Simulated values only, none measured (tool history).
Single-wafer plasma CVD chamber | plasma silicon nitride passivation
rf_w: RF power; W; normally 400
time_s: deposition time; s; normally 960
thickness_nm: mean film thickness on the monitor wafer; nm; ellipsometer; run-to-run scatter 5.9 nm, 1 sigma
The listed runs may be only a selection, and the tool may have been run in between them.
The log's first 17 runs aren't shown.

run    hour  rf_w  time_s  read-back reference wafer on the same gauge, thickness_nm  thickness_nm
 18   952.3   400     960                                                   1138.939       1155.53
 19     998   400     960                                                   1140.204      1148.435
     1029.6  -- RF generator calibrated
 20  1066.1   400     960                                                   1140.285      1188.449
 21  1116.2   400     960                                                   1138.571      1192.192
 22  1187.1   400     960                                                   1139.299      1186.895
 23  1252.2   420     960                                                   1139.274      1211.539
 24  1310.2   400     960                                                   1138.187      1186.853
 25  1379.6   425     960                                                   1139.183      1212.832
 26  1446.8   475     842                                                   1139.381      1125.699
 27  1495.8   400     960                                                   1139.824      1175.234
 28  1567.4   335    1011                                                     1139.9        1116.6
       1576  -- gauge calibrated
 29  1598.5   400     960                                                    1140.12      1175.614
 30  1631.1   425     782                                                   1140.939       989.356
 31  1690.9   400    1130                                                   1140.349      1369.558
 32  1720.9   330     865                                                     1139.2       950.848
 33  1762.5   400     960                                                   1140.659      1167.592
 34  1795.2   365    1105                                                   1139.773      1274.123
 35    1840   400     960                                                    1138.86      1159.479
     1867.2  -- RF generator calibrated
 36  1958.3   465     880                                                   1139.291      1189.726
 37  1999.3   400    1114                                                    1139.42      1378.745
 38  2031.1   475     960                                                   1139.688      1299.138
 39  2100.8   430    1120                                                   1139.048      1439.075
 40  2125.9   400    1085                                                   1139.778      1342.974

Branching from run 40: 3 alternative next runs. What would each branch give?
  A  2126.6   400    1138                                                          ?             ?
  B  2126.6   435    1121                                                          ?             ?
  C  2126.6   435    1077                                                          ?             ?

run  read-back reference wafer on the same gauge, thickness_nm  thickness_nm
  A                                                    1140.33      1404.261
  B                                                    1140.33      1442.045
  C                                                    1140.33      1385.444
Without the tool's hidden state the same runs would have given:
run  thickness_nm
  A      1416.915
  B       1455.04
  C      1397.929
